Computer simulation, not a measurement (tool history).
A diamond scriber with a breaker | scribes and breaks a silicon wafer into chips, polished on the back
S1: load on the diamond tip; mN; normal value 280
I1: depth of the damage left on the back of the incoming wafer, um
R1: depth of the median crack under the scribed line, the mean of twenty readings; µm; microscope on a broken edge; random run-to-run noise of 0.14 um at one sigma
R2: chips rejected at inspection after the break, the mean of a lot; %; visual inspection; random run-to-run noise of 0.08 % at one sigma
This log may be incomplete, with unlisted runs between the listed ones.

run 1 day=0 | S1=239 | I1=0.04 | R1=8.1 R2=11.73
-- day=1.058 diamond tip replaced by a new one
run 2 day=2.321 | S1=320 | I1=0.03 | R1=8.91 R2=7.42
run 3 day=3.738 | S1=320 | I1=0.02 | R1=8.94 R2=6.68
run 4 day=5.258 | S1=280 | I1=0.04 | R1=8.35 R2=14.56
run 5 day=7.933 | S1=280 | I1=0.02 | R1=8.04 R2=15.79
run 6 day=10.225 | S1=280 | I1=0.03 | R1=8.1 R2=13.68
-- day=11.612 load on the tip recalibrated
run 7 day=12.383 | S1=280 | I1=0.03 | R1=8.02 R2=17.26
run 8 day=14.804 | S1=280 | I1=0.05 | R1=8.05 R2=18.02
-- day=15.729 diamond tip replaced by a new one, repeated, since the last time left the tool worse
run 9 day=15.867 | S1=280 | I1=0.01 | R1=10.29 R2=1.22
run 10 day=17.571 | S1=280 | I1=0.04 | R1=10.15 R2=1.01
run 11 day=18.958 | S1=280 | I1=0.02 | R1=10.22 R2=1.16
run 12 day=21.279 | S1=317 | I1=0.05 | R1=10.63 R2=1.79
run 13 day=22.55 | S1=317 | I1=0.04 | R1=10.7 R2=1.87
run 14 day=24.533 | S1=342 | I1=0.02 | R1=11.13 R2=2.78
run 15 day=27.388 | S1=342 | I1=0.02 | R1=11.06 R2=2.33
run 16 day=32.579 | S1=280 | I1=0.03 | R1=9.65 R2=1.91
run 17 day=33.921 | S1=330 | I1=0.03 | R1=10.61 R2=1.44
run 18 day=36.012 | S1=240 | I1=0.05 | R1=8.89 R2=5.56
run 19 day=38.871 | S1=280 | I1=0.03 | R1=9.64 R2=2.31
run 20 day=40.112 | S1=280 | I1=0.04 | R1=9.6 R2=2.57
run 21 day=47.825 | S1=307 | I1=0.02 | R1=9.87 R2=1.64
run 22 day=50.762 | S1=323 | I1=0.02 | R1=10.14 R2=1.33
run 23 day=51.833 | S1=280 | I1=0.02 | R1=9.42 R2=3.35
run 24 day=53.042 | S1=199 | I1=0.04 | R1=7.75 R2=16.81
run 25 day=55.583 | S1=229 | I1=0.04 | R1=8.42 R2=11.4
run 26 day=56.738 | S1=197 | I1=0.01 | R1=7.93 R2=20.56
run 27 day=59.129 | S1=333 | I1=0.02 | R1=9.93 R2=1.33
run 28 day=60.467 | S1=308 | I1=0.03 | R1=9.45 R2=2.57
-- day=61.367 diamond tip replaced by a new one
run 29 day=62.829 | S1=320 | I1=0.04 | R1=10.65 R2=2.25
run 30 day=65.3 | S1=280 | I1=0.02 | R1=10.16 R2=1.28
run 31 day=68.071 | S1=355 | I1=0.04 | R1=11.45 R2=4.43
run 32 day=70.796 | S1=205 | I1=0.03 | R1=8.67 R2=10.18
run 33 day=71.908 | S1=230 | I1=0.03 | R1=9.09 R2=5.67
run 34 day=73.396 | S1=280 | I1=0.01 | R1=10.01 R2=1.51
run 35 day=74.962 | S1=331 | I1=0.05 | R1=10.86 R2=1.89
-- day=75.775 load on the tip recalibrated
run 36 day=76.338 | S1=211 | I1=0.02 | R1=8.59 R2=10.15
run 37 day=79.117 | S1=223 | I1=0.04 | R1=8.66 R2=8.92
run 38 day=80.562 | S1=222 | I1=0.04 | R1=8.58 R2=8.58
run 39 day=83.446 | S1=301 | I1=0.02 | R1=10.16 R2=1.38
run 40 day=84.488 | S1=209 | I1=0.02 | R1=8.4 R2=12.91

Some steps in R1 between neighbouring runs. How much of each would the tool show without its hidden state too (settings, what came in, random variation), and how much is left for the hidden state, with any gauge scatter that isn't in both results?
Hidden state at play: share of the diamond tip's cutting effectiveness lost through wear, %; deviation of the load on the tip from its setpoint, %.
Run 1 -> 2: S1 239 -> 320, diamond tip replaced by a new one. R1 +0.81 µm: hidden state -1.03, all else +1.84.
Run 8 -> 9: diamond tip replaced by a new one, repeated, since the last time left the tool worse. R1 +2.24 µm: hidden state +2.35, all else -0.11.
Run 28 -> 29: S1 308 -> 320, diamond tip replaced by a new one. R1 +1.2 µm: hidden state +1.14, all else +0.06.
Run 31 -> 32: S1 355 -> 205. R1 -2.78 µm: hidden state +0.01, all else -2.79.
Run 35 -> 36: S1 331 -> 211, load on the tip recalibrated. R1 -2.27 µm: hidden state +0.05, all else -2.32.
